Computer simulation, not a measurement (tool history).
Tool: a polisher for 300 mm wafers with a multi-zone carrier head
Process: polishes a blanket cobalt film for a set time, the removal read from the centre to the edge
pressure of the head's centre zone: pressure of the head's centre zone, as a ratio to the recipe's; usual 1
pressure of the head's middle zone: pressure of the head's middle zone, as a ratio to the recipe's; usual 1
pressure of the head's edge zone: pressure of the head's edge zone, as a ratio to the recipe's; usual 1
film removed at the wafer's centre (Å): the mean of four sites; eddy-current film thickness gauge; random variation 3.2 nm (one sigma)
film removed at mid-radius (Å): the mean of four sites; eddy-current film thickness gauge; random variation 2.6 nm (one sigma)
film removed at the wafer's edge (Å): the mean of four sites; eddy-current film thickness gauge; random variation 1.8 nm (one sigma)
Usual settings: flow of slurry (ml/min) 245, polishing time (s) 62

| run | day | flow of slurry (ml/min) | pressure of the head's centre zone | pressure of the head's middle zone | pressure of the head's edge zone | polishing time (s) | wafers since the last listed run | wafers polished on this pad | hours since the slurry nozzle was cleaned | hours since the centre zone pressure was calibrated | hours since the edge zone pressure was calibrated | hours since the carrier head's membrane was replaced | incoming thickness of the incoming film, nm | film removed at the wafer's centre (Å) | film removed at mid-radius (Å) | film removed at the wafer's edge (Å) |
|---|---|---|---|---|---|---|---|---|---|---|---|---|---|---|---|---|
| 1 | 0 | 245 | 1 | 1 | 1 | 62 | 0 | 4015 | 84.9 | 710.1 | 155.1 | 385.4 | 1177.8 | 2685 | 2311 | 2416 |
|  | 2.262 | worn pad replaced by a new one |
| 2 | 3.862 | 245 | 1 | 0.97 | 1 | 62 | 921 | 398 | 177.6 | 802.8 | 247.8 | 478.1 | 1164.6 | 2644 | 2290 | 2447 |
| 3 | 6.492 | 245 | 1 | 1 | 1 | 62 | 655 | 1054 | 240.7 | 865.9 | 310.9 | 541.2 | 1180.4 | 2658 | 2318 | 2443 |
| 4 | 10.033 | 245 | 1 | 1 | 1 | 62 | 882 | 1937 | 325.7 | 950.9 | 395.9 | 626.2 | 1171.1 | 2647 | 2344 | 2409 |
| 5 | 13.846 | 245 | 1 | 1 | 1 | 62 | 950 | 2887 | 417.2 | 1042.4 | 487.4 | 717.7 | 1169.4 | 2663 | 2344 | 2386 |
| 6 | 16.388 | 245 | 1 | 1 | 1 | 62 | 633 | 3521 | 478.2 | 1103.4 | 548.4 | 778.7 | 1170.7 | 2695 | 2296 | 2464 |
|  | 19.2 | worn pad replaced by a new one |
| 7 | 19.929 | 180 | 0.96 | 1 | 1 | 62 | 841 | 181 | 563.2 | 1188.4 | 633.4 | 863.7 | 1166.4 | 2407 | 2239 | 2323 |
|  | 23.446 | edge zone pressure recalibrated |
| 8 | 23.862 | 180 | 0.96 | 1 | 1 | 62 | 959 | 1141 | 657.6 | 1282.8 | 10 | 958.1 | 1172.2 | 2497 | 2236 | 2313 |
|  | 25.933 | centre zone pressure recalibrated |
| 9 | 26.279 | 220 | 1.05 | 1 | 1 | 62 | 581 | 1723 | 715.6 | 8.3 | 68 | 1016.1 | 1183.2 | 2571 | 2318 | 2385 |
|  | 26.954 | slurry nozzle cleaned |
| 10 | 29.004 | 245 | 1 | 1 | 1.09 | 62 | 669 | 2392 | 49.2 | 73.7 | 133.4 | 1081.5 | 1155 | 2381 | 2311 | 2530 |
| 11 | 30.917 | 245 | 0.91 | 1 | 1 | 82 | 476 | 2869 | 95.1 | 119.6 | 179.3 | 1127.4 | 1159.7 | 2962 | 3120 | 3240 |
| 12 | 34.792 | 245 | 0.88 | 0.96 | 0.88 | 82 | 966 | 3835 | 188.1 | 212.6 | 272.3 | 1220.4 | 1169.8 | 2879 | 2976 | 2988 |
|  | 36.433 | worn pad replaced by a new one |
| 13 | 38.379 | 245 | 0.9 | 0.96 | 1 | 62 | 852 | 485 | 274.2 | 298.7 | 358.4 | 1306.5 | 1177.7 | 2213 | 2258 | 2412 |
| 14 | 41.267 | 245 | 0.97 | 1 | 1 | 42 | 719 | 1204 | 343.5 | 368 | 427.7 | 1375.8 | 1184.3 | 1645 | 1572 | 1640 |
| 15 | 44.438 | 245 | 1 | 1.11 | 1 | 71 | 790 | 1995 | 419.6 | 444.1 | 503.8 | 1451.9 | 1169.7 | 2898 | 2981 | 2795 |
|  | 49.942 | edge zone pressure recalibrated |
|  | 50.388 | carrier head's membrane replaced by a new one |
|  | 56.1 | slurry nozzle cleaned |
|  | 56.492 | worn pad replaced by a new one |
| 16 | 57.062 | 245 | 1.08 | 0.95 | 1 | 62 | 3022 | 141 | 23.1 | 747.1 | 170.9 | 160.2 | 1168.6 | 2835 | 2274 | 2418 |
| 17 | 61.004 | 245 | 1 | 1.07 | 1 | 62 | 982 | 1124 | 117.7 | 841.7 | 265.5 | 254.8 | 1162.9 | 2601 | 2500 | 2441 |
| 18 | 63.012 | 245 | 1 | 1 | 1 | 62 | 500 | 1625 | 165.9 | 889.9 | 313.7 | 303 | 1173 | 2592 | 2322 | 2457 |
| 19 | 67.296 | 245 | 1 | 0.95 | 0.9 | 62 | 1067 | 2693 | 268.7 | 992.7 | 416.5 | 405.8 | 1172.8 | 2626 | 2233 | 2323 |
| 20 | 70.062 | 245 | 1 | 1 | 1 | 62 | 689 | 3382 | 335.1 | 1059.1 | 482.9 | 472.2 | 1161.4 | 2717 | 2338 | 2423 |
|  | 72.95 | worn pad replaced by a new one |
| 21 | 72.971 | 215 | 1 | 0.88 | 1.07 | 81 | 683 | 4 | 404.9 | 1128.9 | 552.7 | 542 | 1163.4 | 3475 | 2732 | 3192 |
| 22 | 76.542 | 245 | 1 | 1 | 1 | 62 | 890 | 895 | 490.6 | 1214.6 | 638.4 | 627.7 | 1157.1 | 2714 | 2345 | 2418 |

The same runs without the tool's hidden state, with the same run-to-run variation:
The hidden state here: removal rate lost through wear of the pad, %; slurry flow missing at the pad, %; deviation of the centre zone's pressure from its setpoint, %; deviation of the edge zone's pressure from its setpoint, %.
| run | film removed at the wafer's centre (Å) |
|---|---|
| 1 | 2484 |
| 2 | 2428 |
| 3 | 2428 |
| 4 | 2401 |
| 5 | 2397 |
| 6 | 2414 |
| 7 | 2141 |
| 8 | 2205 |
| 9 | 2537 |
| 10 | 2336 |
| 11 | 2894 |
| 12 | 2789 |
| 13 | 2129 |
| 14 | 1573 |
| 15 | 2754 |
| 16 | 2627 |
| 17 | 2391 |
| 18 | 2373 |
| 19 | 2384 |
| 20 | 2453 |
| 21 | 3120 |
| 22 | 2419 |
film removed at mid-radius (Å): within 2 of the measured result in every run.
film removed at the wafer's edge (Å): as measured in every run.

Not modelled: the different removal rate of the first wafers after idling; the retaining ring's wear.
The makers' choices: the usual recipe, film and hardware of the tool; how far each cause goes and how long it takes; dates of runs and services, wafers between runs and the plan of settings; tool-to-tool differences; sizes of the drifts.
